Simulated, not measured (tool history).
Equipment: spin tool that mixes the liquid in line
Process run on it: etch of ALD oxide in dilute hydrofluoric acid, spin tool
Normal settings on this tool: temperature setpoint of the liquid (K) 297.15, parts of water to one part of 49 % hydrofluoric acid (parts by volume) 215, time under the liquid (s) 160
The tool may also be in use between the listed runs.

run    hour  temperature setpoint of the liquid (K)  parts of water to one part of 49 % hydrofluoric acid (parts by volume)  time under the liquid (s)  wafers since the last listed run  hours since the thermometer was replaced  hours since the hydrofluoric acid flow meter was replaced  hours since the gauge calibration  read-back film thickness of the ALD oxide reference wafer, read on the same gauge (nm)  thickness taken off the ALD oxide on a monitor wafer (Å)
  1     0.0                                  297.15                                                                     215                        160                                 0                                    1269.5                                                     1105.6                              212.7                                                                                   30.00                                                     135.2
  2    64.6                                  297.15                                                                     215                        160                               610                                    1334.1                                                     1170.2                              277.3                                                                                   30.02                                                     135.4
  3   132.1                                  298.15                                                                     215                        160                               637                                    1401.6                                                     1237.7                              344.8                                                                                   30.00                                                     139.8
  4   201.9                                  298.15                                                                     215                        160                               659                                    1471.4                                                     1307.5                              414.6                                                                                   30.01                                                     141.9
  5   266.6                                  297.15                                                                     215                        160                               611                                    1536.1                                                     1372.2                              479.3                                                                                   30.02                                                     138.0
  6   312.2                                  297.15                                                                     215                        160                               430                                    1581.7                                                     1417.8                              524.9                                                                                   30.00                                                     141.0
      325.3  -- gauge calibrated
  7   378.5                                  295.15                                                                     215                        160                               626                                    1648.0                                                     1484.1                               53.2                                                                                   30.00                                                     130.7
  8   415.9                                  297.15                                                                     215                        160                               353                                    1685.4                                                     1521.5                               90.6                                                                                   30.00                                                     140.6
  9   487.5                                  297.15                                                                     215                        160                               676                                    1757.0                                                     1593.1                              162.2                                                                                   30.01                                                     142.0
 10   558.6                                  297.15                                                                     285                        160                               671                                    1828.1                                                     1664.2                              233.3                                                                                   30.01                                                      99.8
 11   614.8                                  295.65                                                                     300                        205                               530                                    1884.3                                                     1720.4                              289.5                                                                                   30.02                                                     115.5
      628.7  -- thermometer replaced
      640.2  -- hydrofluoric acid flow meter replaced
 12   671.5                                  297.15                                                                     215                        160                               516                                      42.8                                                       31.3                              346.2                                                                                   30.01                                                     118.2
 13   702.5                                  301.65                                                                     305                        210                               292                                      73.8                                                       62.3                              377.2                                                                                   29.99                                                     115.6
 14   754.3                                  297.15                                                                     215                        160                               489                                     125.6                                                      114.1                              429.0                                                                                   30.01                                                     118.6
 15   819.1                                  293.65                                                                     320                        160                               612                                     190.4                                                      178.9                              493.8                                                                                   30.03                                                      64.4
 16   862.5                                  295.15                                                                     215                        205                               410                                     233.8                                                      222.3                              537.2                                                                                   29.99                                                     143.0
 17   927.8                                  300.65                                                                     150                        160                               616                                     299.1                                                      287.6                              602.5                                                                                   29.98                                                     210.2
      967.7  -- gauge calibrated
 18   982.5                                  297.15                                                                     295                        240                               516                                     353.8                                                      342.3                               14.8                                                                                   30.01                                                     122.5
 19  1044.2                                  297.15                                                                     215                        160                               582                                     415.5                                                      404.0                               76.5                                                                                   29.98                                                     120.7

Each row is a separate what-if for the run after 19, all from the same tool condition, not one after another. Results?
  A  1044.7                                  297.15                                                                     215                        160                                 4                                     416.0                                                      404.5                               77.0                                                                                       ?                                                         ?
  B  1044.7                                  299.15                                                                     285                        120                                 4                                     416.0                                                      404.5                               77.0                                                                                       ?                                                         ?
  C  1044.7                                  297.15                                                                     135                        220                                 4                                     416.0                                                      404.5                               77.0                                                                                       ?                                                         ?

run  read-back film thickness of the ALD oxide reference wafer, read on the same gauge (nm)  thickness taken off the ALD oxide on a monitor wafer (Å)
  A                                                                                   30.03                                                     120.3
  B                                                                                   30.03                                                      68.0
  C                                                                                   30.03                                                     287.6
The same runs, with their run-to-run variation unchanged, on a tool lacking any hidden condition would have given:
run  thickness taken off the ALD oxide on a monitor wafer (Å)
  A                                                     112.9
  B                                                      63.7
  C                                                     270.2
